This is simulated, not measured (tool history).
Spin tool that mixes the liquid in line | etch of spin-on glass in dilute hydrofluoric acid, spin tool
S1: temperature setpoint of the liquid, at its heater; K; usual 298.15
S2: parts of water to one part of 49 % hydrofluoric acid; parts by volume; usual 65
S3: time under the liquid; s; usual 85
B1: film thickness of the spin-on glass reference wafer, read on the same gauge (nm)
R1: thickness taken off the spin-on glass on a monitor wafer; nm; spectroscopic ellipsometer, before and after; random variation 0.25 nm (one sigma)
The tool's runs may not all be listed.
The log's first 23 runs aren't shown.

run,day,S1,S2,S3,B1,R1
24,66.796,301.15,80,40,28.84,19.49
25,68.596,298.15,65,100,28.82,54.67
26,70.200,302.65,55,85,28.80,65.93
27,73.504,296.65,65,85,28.79,43.44
28,76.354,301.15,85,45,28.76,20.42
# day 76.625: gauge calibrated
29,78.921,303.15,90,115,29.81,54.66
30,79.946,294.15,65,110,29.71,52.56
31,81.108,298.15,55,125,29.58,83.86
32,82.425,298.15,65,85,29.57,47.18
33,84.617,295.15,80,85,29.42,33.38
34,87.238,298.15,65,65,29.33,35.83

Forecast each of these 4 alternatives for the next run:
A,87.254,298.15,65,85,?,?
B,87.254,298.15,65,110,?,?
C,87.254,296.65,80,60,?,?
D,87.254,295.65,35,45,?,?

run,B1,R1
A,29.32,46.52
B,29.32,60.20
C,29.32,24.63
D,29.32,42.92
Without the tool's hidden state the same runs would have given:
run,R1
A,47.63
B,61.64
C,25.22
D,43.94

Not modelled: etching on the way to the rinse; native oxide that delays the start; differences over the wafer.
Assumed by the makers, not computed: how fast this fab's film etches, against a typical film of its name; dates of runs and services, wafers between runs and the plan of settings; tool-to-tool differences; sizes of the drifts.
